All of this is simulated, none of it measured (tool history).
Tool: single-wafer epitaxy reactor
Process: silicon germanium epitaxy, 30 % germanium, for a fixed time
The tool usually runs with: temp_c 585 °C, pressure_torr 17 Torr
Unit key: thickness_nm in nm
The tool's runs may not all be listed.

| run | hour | temp_c | pressure_torr | wafers since the last listed run | hours since the last pyrometer calibration | hours since the last manometer calibration | hours since the showerhead was replaced | hours since the gauge calibration | read-back reference wafer on the same gauge, thickness_nm | thickness_nm |
|---|---|---|---|---|---|---|---|---|---|---|
| 1 | 0 | 590 | 14.6 | 0 | 2041.5 | 2668.1 | 2388.7 | 297 | 46.048 | 36.762 |
| 2 | 15 | 590 | 14.6 | 207 | 2056.5 | 2683.1 | 2403.7 | 312 | 46.077 | 36.989 |
| 3 | 22.6 | 590 | 14.6 | 105 | 2064.1 | 2690.7 | 2411.3 | 319.6 | 46.107 | 36.54 |
| 4 | 30.3 | 585 | 18 | 106 | 2071.8 | 2698.4 | 2419 | 327.3 | 46.118 | 34.849 |
| 5 | 38.8 | 585 | 18 | 117 | 2080.3 | 2706.9 | 2427.5 | 335.8 | 46.093 | 34.931 |
| 6 | 52.8 | 585 | 18 | 193 | 2094.3 | 2720.9 | 2441.5 | 349.8 | 46.092 | 34.921 |
| 7 | 66.8 | 585 | 17 | 193 | 2108.3 | 2734.9 | 2455.5 | 363.8 | 46.132 | 34.342 |
| 8 | 83.6 | 585 | 17 | 232 | 2125.1 | 2751.7 | 2472.3 | 380.6 | 46.059 | 34.493 |
| 9 | 98.6 | 585 | 17 | 207 | 2140.1 | 2766.7 | 2487.3 | 395.6 | 46.08 | 34.333 |
| 10 | 110.4 | 585 | 17 | 163 | 2151.9 | 2778.5 | 2499.1 | 407.4 | 46.141 | 34.351 |
|  | 119.3 | gauge calibrated |
| 11 | 126.2 | 585 | 17 | 218 | 2167.7 | 2794.3 | 2514.9 | 6.9 | 46.039 | 34.277 |
| 12 | 138.2 | 596 | 17 | 166 | 2179.7 | 2806.3 | 2526.9 | 18.9 | 46.124 | 42.26 |
| 13 | 146.3 | 596 | 17 | 112 | 2187.8 | 2814.4 | 2535 | 27 | 46.082 | 42.542 |
| 14 | 156.1 | 596 | 17 | 135 | 2197.6 | 2824.2 | 2544.8 | 36.8 | 45.996 | 41.981 |
| 15 | 168.2 | 585 | 17 | 167 | 2209.7 | 2836.3 | 2556.9 | 48.9 | 46.062 | 34.109 |
|  | 178.7 | capacitance manometer re-zeroed and calibrated |
| 16 | 179.2 | 585 | 17 | 41 | 2220.7 | 0.5 | 2567.9 | 59.9 | 46.191 | 34.242 |
| 17 | 192.7 | 596 | 19.2 | 187 | 2234.2 | 14 | 2581.4 | 73.4 | 46.042 | 43.029 |
|  | 210.7 | pyrometer calibrated |
| 18 | 227 | 596 | 21.2 | 364 | 16.3 | 48.3 | 2615.7 | 107.7 | 46.164 | 49.474 |
| 19 | 243.8 | 594 | 14.9 | 232 | 33.1 | 65.1 | 2632.5 | 124.5 | 46.144 | 44.17 |
|  | 256.5 | showerhead replaced, of another model than before |
| 20 | 257 | 591 | 18.5 | 72 | 46.3 | 78.3 | 0.5 | 137.7 | 46.033 | 43.28 |
| 21 | 258.5 | 585 | 18 | 20 | 47.8 | 79.8 | 2 | 139.2 | 46.017 | 38.937 |
| 22 | 274.9 | 585 | 15.2 | 227 | 64.2 | 96.2 | 18.4 | 155.6 | 46.088 | 37.805 |
| 23 | 285.6 | 581 | 20.3 | 148 | 74.9 | 106.9 | 29.1 | 166.3 | 46.133 | 36.782 |
| 24 | 296.1 | 590 | 19.1 | 145 | 85.4 | 117.4 | 39.6 | 176.8 | 46.133 | 42.813 |
| 25 | 304.8 | 599 | 17 | 120 | 94.1 | 126.1 | 48.3 | 185.5 | 46.054 | 49.463 |
| 26 | 312.8 | 572 | 17 | 110 | 102.1 | 134.1 | 56.3 | 193.5 | 46.06 | 29.772 |
| 27 | 319.3 | 581 | 15.5 | 90 | 108.6 | 140.6 | 62.8 | 200 | 46.118 | 35.311 |
| 28 | 327.4 | 598 | 15 | 112 | 116.7 | 148.7 | 70.9 | 208.1 | 46.094 | 47.95 |
| 29 | 334.5 | 570 | 17 | 98 | 123.8 | 155.8 | 78 | 215.2 | 46.084 | 28.729 |
| 30 | 352 | 585 | 17 | 242 | 141.3 | 173.3 | 95.5 | 232.7 | 46.011 | 38.403 |
| 31 | 363.8 | 596 | 19.2 | 163 | 153.1 | 185.1 | 107.3 | 244.5 | 46.082 | 48.006 |
| 32 | 377.4 | 585 | 17 | 188 | 166.7 | 198.7 | 120.9 | 258.1 | 46.026 | 38.028 |
| 33 | 387.1 | 589 | 14 | 134 | 176.4 | 208.4 | 130.6 | 267.8 | 46.088 | 39.642 |
| 34 | 401.6 | 571 | 17 | 200 | 190.9 | 222.9 | 145.1 | 282.3 | 46.115 | 29.566 |

Below are 5 alternative next runs, each starting from the tool's condition after run 34. Predict each:
| A | 402 | 585 | 17 | 5 | 191.3 | 223.3 | 145.5 | 282.7 | ? | ? |
| B | 402 | 595 | 13.8 | 5 | 191.3 | 223.3 | 145.5 | 282.7 | ? | ? |
| C | 402 | 585 | 15 | 5 | 191.3 | 223.3 | 145.5 | 282.7 | ? | ? |
| D | 402 | 595 | 17 | 5 | 191.3 | 223.3 | 145.5 | 282.7 | ? | ? |
| E | 402 | 573 | 12.9 | 5 | 191.3 | 223.3 | 145.5 | 282.7 | ? | ? |

| run | read-back reference wafer on the same gauge, thickness_nm | thickness_nm |
|---|---|---|
| A | 46.176 | 38.39 |
| B | 46.176 | 44.686 |
| C | 46.176 | 37.634 |
| D | 46.176 | 46.154 |
| E | 46.176 | 29.349 |
The same runs, with their run-to-run variation unchanged, on a tool lacking any hidden condition would have given:
| run | thickness_nm |
|---|---|
| A | 39.116 |
| B | 45.512 |
| C | 38.346 |
| D | 47.006 |
| E | 29.919 |
